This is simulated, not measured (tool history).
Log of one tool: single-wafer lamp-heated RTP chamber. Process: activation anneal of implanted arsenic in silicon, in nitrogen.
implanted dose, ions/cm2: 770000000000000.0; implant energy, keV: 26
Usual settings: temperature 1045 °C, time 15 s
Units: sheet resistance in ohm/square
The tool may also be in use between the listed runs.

| run | hour | temperature | time | read-back reference wafer on the same gauge, sheet resistance | sheet resistance |
|---|---|---|---|---|---|
| 1 | 0 | 1045 | 15 | 120.05 | 132.73 |
| 2 | 42.1 | 1045 | 15 | 120.01 | 133.7 |
| 3 | 145.4 | 1045 | 15 | 120 | 133.62 |
|  | 179.5 | reflector plate cleaned |
| 4 | 181 | 1045 | 15 | 120.02 | 133.66 |
|  | 237.2 | pyrometer window cleaned and pyrometer calibrated |
| 5 | 251.2 | 1045 | 15 | 120.02 | 133.74 |
| 6 | 317.5 | 1045 | 20 | 120 | 131.98 |
| 7 | 388.4 | 1045 | 8 | 120.04 | 136.89 |
| 8 | 426.1 | 1045 | 8 | 119.97 | 136.63 |
|  | 488.8 | reflector plate cleaned |
| 9 | 489.3 | 1034 | 15 | 120 | 134.52 |
| 10 | 539.8 | 1034 | 15 | 119.98 | 134.36 |
| 11 | 585.6 | 1034 | 15 | 120.09 | 133.72 |
|  | 618.9 | pyrometer window cleaned and pyrometer calibrated |
| 12 | 622.8 | 1066 | 15 | 119.96 | 129.91 |
| 13 | 680.5 | 1059 | 23 | 119.97 | 127.81 |
|  | 722.4 | gauge calibrated |
| 14 | 747.5 | 1031 | 8 | 119.92 | 137.05 |
| 15 | 784.9 | 1031 | 11 | 120.01 | 136 |
|  | 806.6 | reflector plate cleaned, repeated, since the last time left the tool worse |
| 16 | 852.6 | 1023 | 11 | 119.99 | 137.14 |
| 17 | 906.3 | 1024 | 21 | 119.97 | 134.02 |
| 18 | 956.7 | 1065 | 15 | 119.96 | 130.56 |
|  | 1000.6 | pyrometer window cleaned and pyrometer calibrated |
| 19 | 1023.2 | 1045 | 15 | 120.01 | 133.34 |
| 20 | 1089.5 | 1032 | 6 | 120.06 | 140.28 |
| 21 | 1133.6 | 1023 | 11 | 119.97 | 137.28 |
|  | 1161.6 | reflector plate cleaned |
| 22 | 1310.4 | 1070 | 15 | 119.94 | 130.03 |
| 23 | 1352.3 | 1045 | 21 | 120.04 | 131.67 |
|  | 1387.2 | pyrometer window cleaned and pyrometer calibrated |
| 24 | 1393.3 | 1075 | 18 | 120.04 | 128.15 |

The tool's hidden state at each run:
true wafer temperature minus pyrometer reading, K: 0 in every run
gauge reads high (%): 0 in every run
H1: wafer temperature error from the tarnished reflector plate, K
| run | H1 |
|---|---|
| 1 | 2.86 |
| 2 | 3.2 |
| 3 | 3.64 |
| 4 | 0.213 |
| 5 | 1.99 |
| 6 | 2.89 |
| 7 | 3.41 |
| 8 | 3.57 |
| 9 | 6.83 |
| 10 | 8.23 |
| 11 | 9.05 |
| 12 | 9.5 |
| 13 | 9.96 |
| 14 | 10.3 |
| 15 | 10.4 |
| 16 | 1.41 |
| 17 | 2.38 |
| 18 | 2.94 |
| 19 | 3.38 |
| 20 | 3.62 |
| 21 | 3.72 |
| 22 | 3.28 |
| 23 | 3.59 |
| 24 | 3.8 |
